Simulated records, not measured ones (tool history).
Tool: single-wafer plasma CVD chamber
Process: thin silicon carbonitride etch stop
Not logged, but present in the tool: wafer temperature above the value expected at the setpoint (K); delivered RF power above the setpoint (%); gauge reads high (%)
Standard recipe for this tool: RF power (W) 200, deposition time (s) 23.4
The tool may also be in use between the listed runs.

run	day	RF power (W)	deposition time (s)	wafers since the last listed run	hours since the last thermocouple change	hours since the last RF generator calibration	hours since the showerhead was replaced	hours since the gauge calibration	read-back reference wafer on the same gauge, thickness_nm	mean film thickness on the monitor wafer (angstrom)
1	0	200	24.6	0	1765.4	2084.2	3250.7	2828.7	13.808	132.45
2	1.992	200	24.6	677	1813.2	2132	3298.5	2876.5	13.799	132.75
3	4.229	200	23.4	761	1866.9	2185.7	3352.2	2930.2	13.806	126.69
4	5.908	200	23.4	571	1907.2	2226	3392.5	2970.5	13.803	126.45
5	9.079	200	23.4	1078	1983.3	2302.1	3468.6	3046.6	13.803	126.07
6	12.588	200	23.4	1193	2067.5	2386.3	3552.8	3130.8	13.796	125.57
7	16.729	200	23.4	1409	2166.9	2485.7	3652.2	3230.2	13.803	125.8
8	18.238	190	23.4	513	2203.1	2521.9	3688.4	3266.4	13.8	124.86
# day 18.721: gauge calibrated
9	21.821	200	23.4	1219	2289.1	2607.9	3774.4	74.4	13.795	125.78
10	23.329	200	23.4	513	2325.3	2644.1	3810.6	110.6	13.8	126.08
# day 25.412: RF generator calibrated
# day 26.475: thermocouple changed; heater temperature recalibrated
11	26.496	200	19.9	850	0.5	26	3886.6	186.6	13.794	108.8
12	27.921	180	26.8	484	34.7	60.2	3920.8	220.8	13.802	142.83
13	31.35	185	26.1	1166	117	142.5	4003.1	303.1	13.799	139.95
14	32.871	175	20.2	517	153.5	179	4039.6	339.6	13.801	106.89
15	36.438	200	23.4	1213	239.1	264.6	4125.2	425.2	13.793	127.36
16	39.092	190	27.6	903	302.8	328.3	4188.9	488.9	13.8	148.13
17	41.079	240	21.1	676	350.5	376	4236.6	536.6	13.795	119.73
18	45.538	170	26.3	1516	457.5	483	4343.6	643.6	13.793	137.22
19	48.442	175	21.4	988	527.2	552.7	4413.3	713.3	13.792	112.51
20	52.933	220	19.3	1528	635	660.5	4521.1	821.1	13.797	107.15
21	55.767	200	23.4	964	703	728.5	4589.1	889.1	13.804	126.48
22	67.108	170	26	3858	975.2	1000.7	4861.3	1161.3	13.8	134.94
23	71.5	170	27.3	1494	1080.6	1106.1	4966.7	1266.7	13.803	141.8
24	74.725	170	27.5	1097	1158	1183.5	5044.1	1344.1	13.8	142.42
# day 78.508: showerhead replaced, of another model than before
25	79.05	175	25.3	1358	1261.8	1287.3	13	1447.9	13.804	130.19
26	82.108	230	24.9	1040	1335.2	1360.7	86.4	1521.3	13.797	139.37
27	84.671	235	23.4	871	1396.7	1422.2	147.9	1582.8	13.801	131.2
28	95.133	170	22	3559	1647.8	1673.3	399	1833.9	13.792	111.95
29	97.958	215	23.4	961	1715.6	1741.1	466.8	1901.7	13.801	128.44
30	100.371	210	26.7	820	1773.5	1799	524.7	1959.6	13.808	145.41
31	104.788	200	23.4	1502	1879.5	1905	630.7	2065.6	13.8	125.75

Expected results for the next run?
32	109.475	200	23.4	1594	1992	2017.5	743.2	2178.1	?	?

read-back reference wafer on the same gauge, thickness_nm: 13.808
mean film thickness on the monitor wafer (angstrom): 125.41
With no hidden state in the tool, this same run would have given mean film thickness on the monitor wafer (angstrom) 127.96.

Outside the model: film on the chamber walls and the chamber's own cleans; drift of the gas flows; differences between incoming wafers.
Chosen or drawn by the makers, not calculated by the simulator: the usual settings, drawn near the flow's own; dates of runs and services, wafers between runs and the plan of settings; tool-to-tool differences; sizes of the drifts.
